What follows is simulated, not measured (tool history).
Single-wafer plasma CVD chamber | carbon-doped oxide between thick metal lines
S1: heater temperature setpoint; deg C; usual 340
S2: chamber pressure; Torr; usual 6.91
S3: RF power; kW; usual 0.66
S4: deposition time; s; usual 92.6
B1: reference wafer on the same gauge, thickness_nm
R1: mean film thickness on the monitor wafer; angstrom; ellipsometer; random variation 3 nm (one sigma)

run	hour	S1	S2	S3	S4	B1	R1
1	0	332	6.91	0.66	92.6	679.214	6002.4
2	23.2	332	6.91	0.66	92.6	681.1	5966.93
3	42.2	340	6.91	0.58	92.6	681.866	5490.77
4	67.5	340	6.91	0.66	92.6	684.365	5838.09
5	84.3	348	7.43	0.775	92.6	685.536	6286.43
6	100.1	340	7.56	0.66	92.6	686.968	5941.97
7	115.2	340	8.2	0.66	92.6	687.653	5984.65
8	144.6	331	6.91	0.74	92.6	687.371	6356.15
9	169.3	340	6.91	0.66	92.6	689.832	5930.02
10	199.8	340	6.91	0.66	92.6	690.629	5945.01
11	219.7	340	8.26	0.77	92.6	690.147	6525.8
# hour 239.5: thermocouple changed; heater temperature recalibrated
# hour 246.7: showerhead replaced
12	247.2	340	6.91	0.66	92.6	692.478	5932.74
13	266.7	350	7.74	0.76	108.4	692.364	7288.84
# hour 278.1: capacitance manometer re-zeroed and calibrated
14	293.6	340	6.91	0.66	92.6	694.397	5988.52
15	309.7	347	6.91	0.66	86.3	692.546	5396.96
16	332.6	340	6.91	0.66	92.6	692.699	5930.42
17	359.8	330	7.86	0.66	92.6	693.591	6176.06
18	389.2	340	5.19	0.66	77.7	693.852	4869.52
19	415.9	340	6.91	0.66	92.6	694.32	6036.09
20	442.3	340	6.91	0.615	92.6	696.001	5769.19
21	462.2	354	7.86	0.66	92.6	693.754	5858.78
22	478.9	340	6.91	0.66	92.6	695.279	6005.32
23	498.3	335	7.35	0.66	97.9	696.75	6387.07
24	527.1	340	6.91	0.53	80.5	694.135	4689.88
25	546.7	340	5.23	0.73	92.6	693.398	6093.48
26	580.9	348	6.91	0.66	92.6	694.908	5856.54
27	603.4	354	7.97	0.66	104	696.385	6546.77

5 ways to go on from here, each from the tool as it stands after run 27. What would each give?
A	603.8	347	6.91	0.66	92.6	?	?
B	603.8	328	8.39	0.79	92.6	?	?
C	603.8	340	6.91	0.7	82	?	?
D	603.8	340	5.93	0.66	98.4	?	?
E	603.8	340	7.72	0.66	92.6	?	?

run	B1	R1
A	693.119	5904.89
B	693.119	6875.84
C	693.119	5477.19
D	693.119	6275.28
E	693.119	6056.63
Without the tool's hidden state the same runs would have given:
run	R1
A	5772.36
B	6721.52
C	5354.26
D	6134.44
E	5920.69
